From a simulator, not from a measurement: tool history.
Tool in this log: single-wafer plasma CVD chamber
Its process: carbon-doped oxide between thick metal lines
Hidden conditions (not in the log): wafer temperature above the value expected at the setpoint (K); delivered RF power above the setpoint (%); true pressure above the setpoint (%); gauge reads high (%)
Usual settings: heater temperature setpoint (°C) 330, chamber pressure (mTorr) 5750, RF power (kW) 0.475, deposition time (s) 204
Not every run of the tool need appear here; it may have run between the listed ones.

run,hour,heater temperature setpoint (°C),chamber pressure (mTorr),RF power (kW),deposition time (s),wafers since the last listed run,hours since the last thermocouple change,hours since the last RF generator calibration,hours since the last manometer calibration,hours since the showerhead was replaced,hours since the gauge calibration,"read-back reference wafer on the same gauge, thickness_nm",mean film thickness on the monitor wafer (angstrom)
1,0,330,5750,0.475,204,0,797.3,2075.1,2976.1,2712.7,183.4,969.609,10319.14
2,9.3,330,5750,0.475,204,84,806.6,2084.4,2985.4,2722,192.7,969.643,10357.86
3,17.9,330,5750,0.475,204,77,815.2,2093,2994,2730.6,201.3,970.09,10339.48
4,66.9,330,5750,0.475,204,442,864.2,2142,3043,2779.6,250.3,969.96,10338.03
# hour 83.2: thermocouple changed; heater temperature recalibrated
5,83.7,330,5750,0.475,204,79,0.5,2158.8,3059.8,2796.4,267.1,970.118,10317.52
# hour 85.4: gauge calibrated
6,93.1,330,5750,0.475,204,84,9.9,2168.2,3069.2,2805.8,7.7,970.221,10304.94
7,100.7,330,5750,0.475,204,68,17.5,2175.8,3076.8,2813.4,15.3,970.593,10320.22
# hour 124: showerhead replaced
8,124.5,330,5750,0.475,217,142,41.3,2199.6,3100.6,0.5,39.1,969.744,10940.42
# hour 136.7: RF generator calibrated
# hour 143.7: capacitance manometer re-zeroed and calibrated
9,144.2,330,5750,0.475,204,43,61,7.5,0.5,20.2,58.8,970.46,10878.76
10,144.5,330,5750,0.475,204,2,61.3,7.8,0.8,20.5,59.1,969.9,10886.09
11,152.1,330,5750,0.475,204,68,68.9,15.4,8.4,28.1,66.7,969.632,10862.47
12,160.2,330,5750,0.475,204,73,77,23.5,16.5,36.2,74.8,969.887,10881.89
13,167.9,330,5010,0.385,204,69,84.7,31.2,24.2,43.9,82.5,970.282,9187.94
14,174,315,5750,0.505,168,55,90.8,37.3,30.3,50,88.6,970.215,9740.11
15,191.8,323,5750,0.475,204,160,108.6,55.1,48.1,67.8,106.4,970.3,11072.72
16,207.3,321,5100,0.475,192,140,124.1,70.6,63.6,83.3,121.9,970.422,10250.18
17,218.6,330,4720,0.475,204,102,135.4,81.9,74.9,94.6,133.2,970.197,10473.57
18,226.4,330,5750,0.475,204,70,143.2,89.7,82.7,102.4,141,969.974,10837.8
19,239.1,330,6280,0.475,172,114,155.9,102.4,95.4,115.1,153.7,969.66,9246.67
20,245.9,330,4720,0.475,204,61,162.7,109.2,102.2,121.9,160.5,970.347,10477.27
21,259,324,5750,0.475,221,118,175.8,122.3,115.3,135,173.6,970.033,11967.39
22,273.5,330,5750,0.475,204,131,190.3,136.8,129.8,149.5,188.1,970.393,10838.82

What if the next run were any one of these 3? Each begins from the tool's condition after run 22:
A,274,330,5750,0.415,204,4,190.8,137.3,130.3,150,188.6,?,?
B,274,330,5750,0.45,168,4,190.8,137.3,130.3,150,188.6,?,?
C,274,325,5750,0.54,204,4,190.8,137.3,130.3,150,188.6,?,?

run,"read-back reference wafer on the same gauge, thickness_nm",mean film thickness on the monitor wafer (angstrom)
A,970.063,9862.36
B,970.063,8600.35
C,970.063,11845.67
Stripped of hidden state, with their random variation kept, the same runs would have yielded:
run,mean film thickness on the monitor wafer (angstrom)
A,9972.67
B,8696.54
C,11957.28

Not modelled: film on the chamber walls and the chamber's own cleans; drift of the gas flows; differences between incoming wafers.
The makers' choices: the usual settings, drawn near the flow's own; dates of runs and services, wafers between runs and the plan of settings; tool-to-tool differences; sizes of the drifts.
